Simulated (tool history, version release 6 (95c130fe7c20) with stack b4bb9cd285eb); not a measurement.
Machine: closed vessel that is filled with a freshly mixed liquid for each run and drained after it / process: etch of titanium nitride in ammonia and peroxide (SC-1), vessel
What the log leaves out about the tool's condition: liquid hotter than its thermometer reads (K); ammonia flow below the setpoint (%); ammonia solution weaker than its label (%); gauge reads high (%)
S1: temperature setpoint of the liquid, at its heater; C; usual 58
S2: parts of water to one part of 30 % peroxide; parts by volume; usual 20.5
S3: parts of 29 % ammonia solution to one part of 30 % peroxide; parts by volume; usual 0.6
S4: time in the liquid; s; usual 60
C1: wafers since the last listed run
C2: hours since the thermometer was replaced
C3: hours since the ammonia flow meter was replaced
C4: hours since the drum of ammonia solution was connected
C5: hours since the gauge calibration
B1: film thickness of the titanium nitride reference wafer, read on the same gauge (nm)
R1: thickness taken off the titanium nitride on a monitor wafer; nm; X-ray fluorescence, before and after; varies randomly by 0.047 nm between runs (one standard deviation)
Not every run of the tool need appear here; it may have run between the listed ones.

run 1 hour=0 | S1=58 S2=20.5 S3=0.6 S4=60 | C1=0 C2=839.2 C3=220.3 C4=691.5 C5=777.5 | B1=29.99 | R1=7.32
-- hour=16.6 new drum of ammonia solution connected
run 2 hour=52.9 | S1=58 S2=20.5 S3=0.6 S4=60 | C1=4673 C2=892.1 C3=273.2 C4=36.3 C5=830.4 | B1=30 | R1=7.28
run 3 hour=102.5 | S1=58 S2=20.5 S3=0.6 S4=60 | C1=4466 C2=941.7 C3=322.8 C4=85.9 C5=880 | B1=30 | R1=7.32
run 4 hour=168 | S1=58 S2=20.5 S3=0.6 S4=60 | C1=5897 C2=1007.2 C3=388.3 C4=151.4 C5=945.5 | B1=30 | R1=7.34
run 5 hour=235.4 | S1=53.5 S2=27.5 S3=0.6 S4=35 | C1=6068 C2=1074.6 C3=455.7 C4=218.8 C5=1012.9 | B1=30 | R1=2.66
run 6 hour=276.2 | S1=58 S2=20.5 S3=0.6 S4=90 | C1=3673 C2=1115.4 C3=496.5 C4=259.6 C5=1053.7 | B1=29.99 | R1=10.99
run 7 hour=313.5 | S1=58 S2=20.5 S3=0.6 S4=30 | C1=3358 C2=1152.7 C3=533.8 C4=296.9 C5=1091 | B1=30 | R1=3.62
run 8 hour=410.5 | S1=62 S2=20.5 S3=0.6 S4=60 | C1=8734 C2=1249.7 C3=630.8 C4=393.9 C5=1188 | B1=29.97 | R1=9.59
-- hour=430.1 thermometer replaced
run 9 hour=449.8 | S1=58 S2=20.5 S3=0.6 S4=60 | C1=3448 C2=19.7 C3=670.1 C4=433.2 C5=1227.3 | B1=30.02 | R1=7.31
run 10 hour=500.8 | S1=58 S2=10.5 S3=0.45 S4=60 | C1=4592 C2=70.7 C3=721.1 C4=484.2 C5=1278.3 | B1=29.99 | R1=10.05
run 11 hour=570 | S1=58 S2=14 S3=0.6 S4=60 | C1=6230 C2=139.9 C3=790.3 C4=553.4 C5=1347.5 | B1=30.02 | R1=9.08
run 12 hour=657.5 | S1=49 S2=12.5 S3=0.8 S4=75 | C1=7878 C2=227.4 C3=877.8 C4=640.9 C5=1435 | B1=30.01 | R1=6.87
run 13 hour=683.9 | S1=58 S2=15 S3=0.6 S4=60 | C1=2377 C2=253.8 C3=904.2 C4=667.3 C5=1461.4 | B1=30.01 | R1=8.77
-- hour=695 gauge calibrated
run 14 hour=718.9 | S1=58 S2=20.5 S3=0.6 S4=60 | C1=3151 C2=288.8 C3=939.2 C4=702.3 C5=23.9 | B1=30.01 | R1=7.32
-- hour=725.9 ammonia flow meter replaced
run 15 hour=752.6 | S1=62.5 S2=24.5 S3=0.7 S4=35 | C1=2944 C2=322.5 C3=26.7 C4=736 C5=57.6 | B1=29.98 | R1=5.28
run 16 hour=823.4 | S1=51.5 S2=20.5 S3=0.6 S4=60 | C1=6375 C2=393.3 C3=97.5 C4=806.8 C5=128.4 | B1=29.97 | R1=4.67
run 17 hour=859.8 | S1=62.5 S2=26 S3=0.4 S4=85 | C1=3277 C2=429.7 C3=133.9 C4=843.2 C5=164.8 | B1=29.99 | R1=11.27
-- hour=890.5 new drum of ammonia solution connected
run 18 hour=910.1 | S1=58 S2=20.5 S3=0.85 S4=35 | C1=4439 C2=480 C3=184.2 C4=19.6 C5=215.1 | B1=29.99 | R1=4.58
run 19 hour=974.9 | S1=58 S2=20.5 S3=0.3 S4=60 | C1=5834 C2=544.8 C3=249 C4=84.4 C5=279.9 | B1=29.98 | R1=6.44
run 20 hour=1032.2 | S1=53 S2=20.5 S3=0.6 S4=60 | C1=5159 C2=602.1 C3=306.3 C4=141.7 C5=337.2 | B1=30.02 | R1=5.23
run 21 hour=1057.3 | S1=58 S2=20.5 S3=0.6 S4=60 | C1=2260 C2=627.2 C3=331.4 C4=166.8 C5=362.3 | B1=30.01 | R1=7.33
run 22 hour=1083.6 | S1=52.5 S2=28 S3=0.45 S4=30 | C1=2368 C2=653.5 C3=357.7 C4=193.1 C5=388.6 | B1=29.99 | R1=2.01
run 23 hour=1127.2 | S1=58 S2=26.5 S3=0.6 S4=60 | C1=3925 C2=697.1 C3=401.3 C4=236.7 C5=432.2 | B1=29.99 | R1=6.32
run 24 hour=1159.1 | S1=53 S2=24.5 S3=0.7 S4=90 | C1=2872 C2=729 C3=433.2 C4=268.6 C5=464.1 | B1=30.01 | R1=7.33
run 25 hour=1185.5 | S1=58 S2=20.5 S3=0.6 S4=60 | C1=2377 C2=755.4 C3=459.6 C4=295 C5=490.5 | B1=30 | R1=7.34
run 26 hour=1217.9 | S1=58 S2=20.5 S3=0.6 S4=60 | C1=2917 C2=787.8 C3=492 C4=327.4 C5=522.9 | B1=30 | R1=7.3
run 27 hour=1257.3 | S1=62 S2=24 S3=0.3 S4=30 | C1=3547 C2=827.2 C3=531.4 C4=366.8 C5=562.3 | B1=30.01 | R1=3.82
run 28 hour=1296.1 | S1=58 S2=20.5 S3=0.6 S4=60 | C1=3493 C2=866 C3=570.2 C4=405.6 C5=601.1 | B1=30.01 | R1=7.35
run 29 hour=1366.2 | S1=66 S2=13.5 S3=0.6 S4=60 | C1=6311 C2=936.1 C3=640.3 C4=475.7 C5=671.2 | B1=30.01 | R1=15.41

3 options for the next run, each taken on its own from the tool as it stands now. Forecast them:
run A hour=1366.9 | S1=58 S2=26 S3=0.6 S4=60 | C1=63 C2=936.8 C3=641 C4=476.4 C5=671.9 | B1=? | R1=?
run B hour=1366.9 | S1=49 S2=20.5 S3=0.6 S4=60 | C1=63 C2=936.8 C3=641 C4=476.4 C5=671.9 | B1=? | R1=?
run C hour=1366.9 | S1=62 S2=15 S3=0.6 S4=40 | C1=63 C2=936.8 C3=641 C4=476.4 C5=671.9 | B1=? | R1=?

run=A B1=30 R1=6.37
run=B B1=30 R1=3.94
run=C B1=30 R1=7.49
The same runs, with their run-to-run variation unchanged, on a tool lacking any hidden condition would have given:
run=A R1=6.37
run=B R1=3.94
run=C R1=7.49
